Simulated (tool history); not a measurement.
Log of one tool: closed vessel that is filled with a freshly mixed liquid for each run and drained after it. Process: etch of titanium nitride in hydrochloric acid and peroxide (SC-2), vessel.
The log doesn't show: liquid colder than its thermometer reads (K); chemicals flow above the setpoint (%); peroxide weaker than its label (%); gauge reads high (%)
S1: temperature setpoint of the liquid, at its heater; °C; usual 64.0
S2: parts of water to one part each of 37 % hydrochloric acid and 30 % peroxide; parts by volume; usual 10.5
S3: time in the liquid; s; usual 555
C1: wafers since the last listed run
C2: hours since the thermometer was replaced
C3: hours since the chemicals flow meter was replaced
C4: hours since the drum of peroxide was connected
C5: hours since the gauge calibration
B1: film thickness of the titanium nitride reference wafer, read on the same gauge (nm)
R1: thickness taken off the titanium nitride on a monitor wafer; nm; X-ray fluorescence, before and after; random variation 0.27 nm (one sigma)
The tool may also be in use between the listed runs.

run,hour,S1,S2,S3,C1,C2,C3,C4,C5,B1,R1
1,0.0,64.0,10.5,555,0,3151.5,1520.0,633.7,124.2,29.98,40.99
2,25.6,64.0,10.5,555,1868,3177.1,1545.6,659.3,149.8,30.02,40.89
3,50.4,64.0,10.5,555,1810,3201.9,1570.4,684.1,174.6,30.00,41.02
4,84.7,64.0,10.5,555,2504,3236.2,1604.7,718.4,208.9,30.02,40.84
5,111.2,64.0,10.5,555,1934,3262.7,1631.2,744.9,235.4,30.02,41.18
6,123.8,64.0,10.5,555,919,3275.3,1643.8,757.5,248.0,30.01,41.31
7,158.9,64.0,10.5,555,2562,3310.4,1678.9,792.6,283.1,30.00,41.19
# hour 162.3: chemicals flow meter replaced
8,185.2,67.5,10.5,555,1847,3336.7,22.9,818.9,309.4,29.95,50.02
# hour 201.8: thermometer replaced
9,212.4,69.0,10.5,555,1912,10.6,50.1,846.1,336.6,30.01,55.77
10,245.0,69.0,10.5,555,2380,43.2,82.7,878.7,369.2,30.01,55.29
11,269.1,56.0,7.0,555,1759,67.3,106.8,902.8,393.3,30.02,34.13
# hour 269.9: gauge calibrated
12,290.5,64.0,10.5,555,1562,88.7,128.2,924.2,20.6,30.00,41.11
13,311.0,72.0,7.0,840,1496,109.2,148.7,944.7,41.1,30.01,138.93
14,324.8,67.0,6.5,750,1007,123.0,162.5,958.5,54.9,30.02,98.69
15,337.2,67.5,12.0,555,905,135.4,174.9,970.9,67.3,30.01,45.48
# hour 349.9: new drum of peroxide connected
16,366.7,64.0,10.5,555,2080,164.9,204.4,16.8,96.8,30.01,41.21
17,379.0,71.5,15.5,675,897,177.2,216.7,29.1,109.1,30.04,55.65
18,399.9,64.0,10.5,555,1525,198.1,237.6,50.0,130.0,30.03,41.40
19,434.6,64.0,7.0,555,2533,232.8,272.3,84.7,164.7,29.99,57.53
20,450.7,64.0,15.5,260,1175,248.9,288.4,100.8,180.8,30.01,13.76
21,466.5,64.0,13.5,830,1153,264.7,304.2,116.6,196.6,30.01,49.57

3 ways to go on from here, each from the tool as it stands after run 21. What would each give?
A,467.3,64.0,10.5,555,58,265.5,305.0,117.4,197.4,?,?
B,467.3,64.0,12.0,555,58,265.5,305.0,117.4,197.4,?,?
C,467.3,64.0,9.0,555,58,265.5,305.0,117.4,197.4,?,?

run,B1,R1
A,30.02,41.50
B,30.02,37.05
C,30.02,47.16
Without the tool's hidden state the same runs would have given:
run,R1
A,41.50
B,37.05
C,47.16
